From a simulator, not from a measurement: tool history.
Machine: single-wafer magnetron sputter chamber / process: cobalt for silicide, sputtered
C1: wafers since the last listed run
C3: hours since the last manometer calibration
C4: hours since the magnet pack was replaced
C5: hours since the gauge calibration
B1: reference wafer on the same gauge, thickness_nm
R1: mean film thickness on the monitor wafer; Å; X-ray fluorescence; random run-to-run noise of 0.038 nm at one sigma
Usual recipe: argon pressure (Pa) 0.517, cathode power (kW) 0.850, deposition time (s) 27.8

run 1 hour=0.0 | argon_pressure_(Pa)=0.517 cathode_power_(kW)=0.950 deposition_time_(s)=31.8 | C1=0 wafers_on_the_sputter_target=8789 C3=1489.5 C4=5652.7 C5=482.8 | B1=10.094 | R1=149.41
-- hour=52.3 capacitance manometer re-zeroed and calibrated
run 2 hour=52.8 | argon_pressure_(Pa)=0.517 cathode_power_(kW)=0.950 deposition_time_(s)=31.2 | C1=1127 wafers_on_the_sputter_target=9916 C3=0.5 C4=5705.5 C5=535.6 | B1=10.100 | R1=145.60
run 3 hour=135.8 | argon_pressure_(Pa)=0.517 cathode_power_(kW)=0.950 deposition_time_(s)=31.2 | C1=2088 wafers_on_the_sputter_target=12005 C3=83.5 C4=5788.5 C5=618.6 | B1=10.095 | R1=145.90
run 4 hour=178.6 | argon_pressure_(Pa)=0.517 cathode_power_(kW)=0.950 deposition_time_(s)=31.2 | C1=1076 wafers_on_the_sputter_target=13082 C3=126.3 C4=5831.3 C5=661.4 | B1=10.099 | R1=146.18
-- hour=198.4 sputter target and shields replaced
run 5 hour=479.5 | argon_pressure_(Pa)=0.517 cathode_power_(kW)=0.850 deposition_time_(s)=25.8 | C1=7369 wafers_on_the_sputter_target=7072 C3=427.2 C4=6132.2 C5=962.3 | B1=10.099 | R1=113.60
run 6 hour=518.6 | argon_pressure_(Pa)=0.517 cathode_power_(kW)=0.850 deposition_time_(s)=27.8 | C1=983 wafers_on_the_sputter_target=8055 C3=466.3 C4=6171.3 C5=1001.4 | B1=10.107 | R1=122.63
run 7 hour=567.8 | argon_pressure_(Pa)=0.517 cathode_power_(kW)=0.850 deposition_time_(s)=27.8 | C1=1237 wafers_on_the_sputter_target=9293 C3=515.5 C4=6220.5 C5=1050.6 | B1=10.099 | R1=122.92
-- hour=656.4 sputter target and shields replaced
run 8 hour=662.9 | argon_pressure_(Pa)=0.517 cathode_power_(kW)=0.850 deposition_time_(s)=27.8 | C1=2191 wafers_on_the_sputter_target=163 C3=610.6 C4=6315.6 C5=1145.7 | B1=10.101 | R1=123.35
run 9 hour=754.3 | argon_pressure_(Pa)=0.517 cathode_power_(kW)=0.850 deposition_time_(s)=27.8 | C1=2299 wafers_on_the_sputter_target=2462 C3=702.0 C4=6407.0 C5=1237.1 | B1=10.101 | R1=122.18
run 10 hour=816.1 | argon_pressure_(Pa)=0.447 cathode_power_(kW)=0.850 deposition_time_(s)=29.9 | C1=1554 wafers_on_the_sputter_target=4017 C3=763.8 C4=6468.8 C5=1298.9 | B1=10.097 | R1=134.34
run 11 hour=910.2 | argon_pressure_(Pa)=0.447 cathode_power_(kW)=0.850 deposition_time_(s)=29.9 | C1=2367 wafers_on_the_sputter_target=6385 C3=857.9 C4=6562.9 C5=1393.0 | B1=10.103 | R1=133.96
run 12 hour=1015.5 | argon_pressure_(Pa)=0.517 cathode_power_(kW)=0.850 deposition_time_(s)=27.8 | C1=2649 wafers_on_the_sputter_target=9034 C3=963.2 C4=6668.2 C5=1498.3 | B1=10.108 | R1=121.80
run 13 hour=1071.9 | argon_pressure_(Pa)=0.579 cathode_power_(kW)=0.850 deposition_time_(s)=23.4 | C1=1419 wafers_on_the_sputter_target=10453 C3=1019.6 C4=6724.6 C5=1554.7 | B1=10.110 | R1=100.65
run 14 hour=1173.8 | argon_pressure_(Pa)=0.579 cathode_power_(kW)=0.850 deposition_time_(s)=23.4 | C1=2563 wafers_on_the_sputter_target=13017 C3=1121.5 C4=6826.5 C5=1656.6 | B1=10.111 | R1=101.34
-- hour=1186.7 sputter target and shields replaced
run 15 hour=1227.3 | argon_pressure_(Pa)=0.579 cathode_power_(kW)=0.850 deposition_time_(s)=23.4 | C1=1144 wafers_on_the_sputter_target=1020 C3=1175.0 C4=6880.0 C5=1710.1 | B1=10.101 | R1=101.47
run 16 hour=1272.4 | argon_pressure_(Pa)=0.517 cathode_power_(kW)=0.850 deposition_time_(s)=27.8 | C1=1134 wafers_on_the_sputter_target=2155 C3=1220.1 C4=6925.1 C5=1755.2 | B1=10.099 | R1=122.51
run 17 hour=1364.5 | argon_pressure_(Pa)=0.629 cathode_power_(kW)=0.850 deposition_time_(s)=27.8 | C1=2317 wafers_on_the_sputter_target=4472 C3=1312.2 C4=7017.2 C5=1847.3 | B1=10.095 | R1=119.12
run 18 hour=1439.6 | argon_pressure_(Pa)=0.571 cathode_power_(kW)=0.850 deposition_time_(s)=22.7 | C1=1889 wafers_on_the_sputter_target=6362 C3=1387.3 C4=7092.3 C5=1922.4 | B1=10.094 | R1=98.35
run 19 hour=1527.5 | argon_pressure_(Pa)=0.606 cathode_power_(kW)=0.700 deposition_time_(s)=23.5 | C1=2211 wafers_on_the_sputter_target=8574 C3=1475.2 C4=7180.2 C5=2010.3 | B1=10.095 | R1=91.11
run 20 hour=1589.5 | argon_pressure_(Pa)=0.517 cathode_power_(kW)=0.850 deposition_time_(s)=27.8 | C1=1559 wafers_on_the_sputter_target=10134 C3=1537.2 C4=7242.2 C5=2072.3 | B1=10.105 | R1=121.52
-- hour=1636.1 magnet pack replaced
run 21 hour=1651.8 | argon_pressure_(Pa)=0.517 cathode_power_(kW)=1.000 deposition_time_(s)=32.1 | C1=1366 wafers_on_the_sputter_target=11500 C3=1599.5 C4=15.7 C5=2134.6 | B1=10.098 | R1=155.14
-- hour=1674.9 sputter target and shields replaced
-- hour=1703.4 capacitance manometer re-zeroed and calibrated
run 22 hour=1727.5 | argon_pressure_(Pa)=0.659 cathode_power_(kW)=0.800 deposition_time_(s)=26.3 | C1=1502 wafers_on_the_sputter_target=1123 C3=24.1 C4=91.4 C5=2210.3 | B1=10.097 | R1=108.02
-- hour=1894.9 gauge calibrated
run 23 hour=2008.7 | argon_pressure_(Pa)=0.403 cathode_power_(kW)=0.850 deposition_time_(s)=27.8 | C1=7075 wafers_on_the_sputter_target=8198 C3=305.3 C4=372.6 C5=113.8 | B1=10.103 | R1=126.59
run 24 hour=2049.1 | argon_pressure_(Pa)=0.606 cathode_power_(kW)=1.000 deposition_time_(s)=27.8 | C1=1016 wafers_on_the_sputter_target=9214 C3=345.7 C4=413.0 C5=154.2 | B1=10.103 | R1=130.56
run 25 hour=2150.0 | argon_pressure_(Pa)=0.517 cathode_power_(kW)=0.850 deposition_time_(s)=27.8 | C1=2538 wafers_on_the_sputter_target=11753 C3=446.6 C4=513.9 C5=255.1 | B1=10.103 | R1=123.16
-- hour=2238.8 sputter target and shields replaced
run 26 hour=2239.3 | argon_pressure_(Pa)=0.344 cathode_power_(kW)=0.650 deposition_time_(s)=27.8 | C1=2045 wafers_on_the_sputter_target=13 C3=535.9 C4=603.2 C5=344.4 | B1=10.104 | R1=112.70
run 27 hour=2274.6 | argon_pressure_(Pa)=0.517 cathode_power_(kW)=0.850 deposition_time_(s)=23.5 | C1=888 wafers_on_the_sputter_target=901 C3=571.2 C4=638.5 C5=379.7 | B1=10.106 | R1=103.91
run 28 hour=2329.3 | argon_pressure_(Pa)=0.517 cathode_power_(kW)=0.850 deposition_time_(s)=27.8 | C1=1376 wafers_on_the_sputter_target=2278 C3=625.9 C4=693.2 C5=434.4 | B1=10.094 | R1=122.60
run 29 hour=2373.8 | argon_pressure_(Pa)=0.587 cathode_power_(kW)=0.850 deposition_time_(s)=25.7 | C1=1119 wafers_on_the_sputter_target=3397 C3=670.4 C4=737.7 C5=478.9 | B1=10.086 | R1=110.85
run 30 hour=2430.9 | argon_pressure_(Pa)=0.517 cathode_power_(kW)=0.850 deposition_time_(s)=27.8 | C1=1436 wafers_on_the_sputter_target=4834 C3=727.5 C4=794.8 C5=536.0 | B1=10.092 | R1=122.67
run 31 hour=2507.5 | argon_pressure_(Pa)=0.517 cathode_power_(kW)=0.850 deposition_time_(s)=30.7 | C1=1927 wafers_on_the_sputter_target=6761 C3=804.1 C4=871.4 C5=612.6 | B1=10.098 | R1=135.52
run 32 hour=2559.7 | argon_pressure_(Pa)=0.517 cathode_power_(kW)=0.850 deposition_time_(s)=27.8 | C1=1313 wafers_on_the_sputter_target=8074 C3=856.3 C4=923.6 C5=664.8 | B1=10.107 | R1=122.37

Forecast each of these 3 alternatives for the next run:
run A hour=2560.1 | argon_pressure_(Pa)=0.517 cathode_power_(kW)=0.850 deposition_time_(s)=27.8 | C1=10 wafers_on_the_sputter_target=8085 C3=856.7 C4=924.0 C5=665.2 | B1=? | R1=?
run B hour=2560.1 | argon_pressure_(Pa)=0.517 cathode_power_(kW)=0.850 deposition_time_(s)=24.2 | C1=10 wafers_on_the_sputter_target=8085 C3=856.7 C4=924.0 C5=665.2 | B1=? | R1=?
run C hour=2560.1 | argon_pressure_(Pa)=0.517 cathode_power_(kW)=0.750 deposition_time_(s)=30.9 | C1=10 wafers_on_the_sputter_target=8085 C3=856.7 C4=924.0 C5=665.2 | B1=? | R1=?

run=A B1=10.101 R1=122.51
run=B B1=10.101 R1=106.64
run=C B1=10.101 R1=127.54
Take away the tool's hidden state, keep each run's random variation, and the runs would have read:
run=A R1=122.51
run=B R1=106.64
run=C R1=127.54
